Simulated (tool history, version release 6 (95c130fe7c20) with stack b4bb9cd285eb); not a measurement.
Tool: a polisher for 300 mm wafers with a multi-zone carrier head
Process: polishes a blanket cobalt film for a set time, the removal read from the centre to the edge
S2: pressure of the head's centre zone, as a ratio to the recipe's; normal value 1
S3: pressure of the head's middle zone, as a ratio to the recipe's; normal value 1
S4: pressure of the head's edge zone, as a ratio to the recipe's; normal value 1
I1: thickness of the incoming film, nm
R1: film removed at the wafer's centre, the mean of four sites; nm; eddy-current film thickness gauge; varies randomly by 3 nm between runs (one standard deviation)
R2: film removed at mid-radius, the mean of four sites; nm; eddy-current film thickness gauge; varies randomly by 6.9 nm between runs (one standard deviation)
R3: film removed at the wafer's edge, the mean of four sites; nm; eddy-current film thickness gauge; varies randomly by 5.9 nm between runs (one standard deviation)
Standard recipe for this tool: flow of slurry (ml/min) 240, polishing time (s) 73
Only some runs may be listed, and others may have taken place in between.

Run 1, hour 0: usual settings but S4 1.08; I1 1173.3. Result: R1 484.3 nm, R2 485.6 nm, R3 485.3 nm.
Run 2, hour 50.7: usual settings but S4 1.08; I1 1171.3. Result: R1 480.6 nm, R2 485 nm, R3 491.8 nm.
Run 3, hour 91.7: usual settings but S2 0.93; I1 1198.6. Result: R1 458.1 nm, R2 484.4 nm, R3 478.3 nm.
At hour 116.8: carrier head's membrane replaced by a new one.
Run 4, hour 143.7: usual settings but S2 0.93; I1 1184.4. Result: R1 463.4 nm, R2 487.6 nm, R3 470.4 nm.
At hour 151.5: worn pad replaced by a new one.
Run 5, hour 176.5: usual settings but S2 0.93; I1 1195.5. Result: R1 458.5 nm, R2 489.3 nm, R3 480.9 nm.
At hour 190.7: centre zone pressure recalibrated.
Run 6, hour 241.1: usual settings but polishing time (s) 83; I1 1179.4. Result: R1 546 nm, R2 552.2 nm, R3 546.3 nm.
Run 7, hour 278.1: usual settings but S2 0.93, S3 0.95; I1 1185.3. Result: R1 460.8 nm, R2 468.3 nm, R3 475.7 nm.
At hour 288.1: slurry nozzle cleaned.
Run 8, hour 327: usual settings but S2 0.9, polishing time (s) 62; I1 1173. Result: R1 384 nm, R2 405.5 nm, R3 408.2 nm.
Run 9, hour 358.6: usual settings but S3 1.11, S4 0.97, polishing time (s) 89; I1 1184.9. Result: R1 588.2 nm, R2 649.3 nm, R3 577.1 nm.
Run 10, hour 414.6: usual settings but S4 1.08; I1 1175.2. Result: R1 485.6 nm, R2 488.3 nm, R3 477.6 nm.
Run 11, hour 457.7: usual settings but S3 1.07, polishing time (s) 60; I1 1162. Result: R1 393.7 nm, R2 423.3 nm, R3 386 nm.
Run 12, hour 500.6: usual settings; I1 1170.2. Result: R1 478.3 nm, R2 487.7 nm, R3 474.2 nm.
At hour 540.3: worn pad replaced by a new one.
Run 13, hour 569.6: usual settings but flow of slurry (ml/min) 205, S2 0.96, S3 0.97, polishing time (s) 61; I1 1170.4. Result: R1 390.7 nm, R2 377.2 nm, R3 395.6 nm.
Run 14, hour 596.4: usual settings but polishing time (s) 90; I1 1177.3. Result: R1 588.3 nm, R2 605.9 nm, R3 601.7 nm.
Run 15, hour 628.4: usual settings but S2 1.07, S3 1.04, S4 1.11, polishing time (s) 66; I1 1173.6. Result: R1 458 nm, R2 445 nm, R3 437.3 nm.
Run 16, hour 700: usual settings but S4 0.96; I1 1167.7. Result: R1 484.1 nm, R2 490 nm, R3 465.8 nm.
Run 17, hour 858.3: usual settings but S2 0.96, S4 0.93; I1 1189.5. Result: R1 467.9 nm, R2 483.1 nm, R3 468.3 nm.
At hour 920.2: worn pad replaced by a new one.
Run 18, hour 920.7: usual settings but S2 1.04; I1 1188.6. Result: R1 495.8 nm, R2 489.3 nm, R3 475.4 nm.
Run 19, hour 976.4: usual settings but flow of slurry (ml/min) 195, S3 0.96, S4 0.9, polishing time (s) 56; I1 1204.9. Result: R1 360.1 nm, R2 353.7 nm, R3 355.9 nm.
Run 20, hour 1034.7: usual settings; I1 1164.8. Result: R1 480.4 nm, R2 484.7 nm, R3 467.1 nm.
At hour 1091.6: carrier head's membrane replaced by a new one.
At hour 1106.5: centre zone pressure recalibrated.
Run 21, hour 1107: usual settings but S3 1.09, S4 0.9; I1 1194.7. Result: R1 483.4 nm, R2 527.3 nm, R3 452.9 nm.
Run 22, hour 1148.8: usual settings but S2 0.93; I1 1169.6. Result: R1 457.1 nm, R2 479.1 nm, R3 476 nm.
At hour 1192.9: slurry nozzle cleaned.
Run 23, hour 1202.1: usual settings but S2 1.03; I1 1182.2. Result: R1 488.2 nm, R2 479.9 nm, R3 478.8 nm.

Below are 3 alternative next runs, each starting from the tool's condition after run 23. Predict each:
Run A, hour 1202.6: usual settings; I1 1183. Result: R1 ?, R2 ?, R3 ?.
Run B, hour 1202.6: usual settings but flow of slurry (ml/min) 190, S2 0.94, S3 0.9; I1 1183. Result: R1 ?, R2 ?, R3 ?.
Run C, hour 1202.6: usual settings but S2 0.95, S3 0.89, polishing time (s) 61; I1 1183. Result: R1 ?, R2 ?, R3 ?.

run     R1     R2     R3
  A  479.7  490.8  483.9
  B  448.8  442.1  476.7
  C    387  374.3  404.9
What these runs would have given with no unlogged condition in the tool:
run     R1     R2     R3
  A  479.7  490.8  483.9
  B  448.8  442.1  476.7
  C    387  374.3  404.9
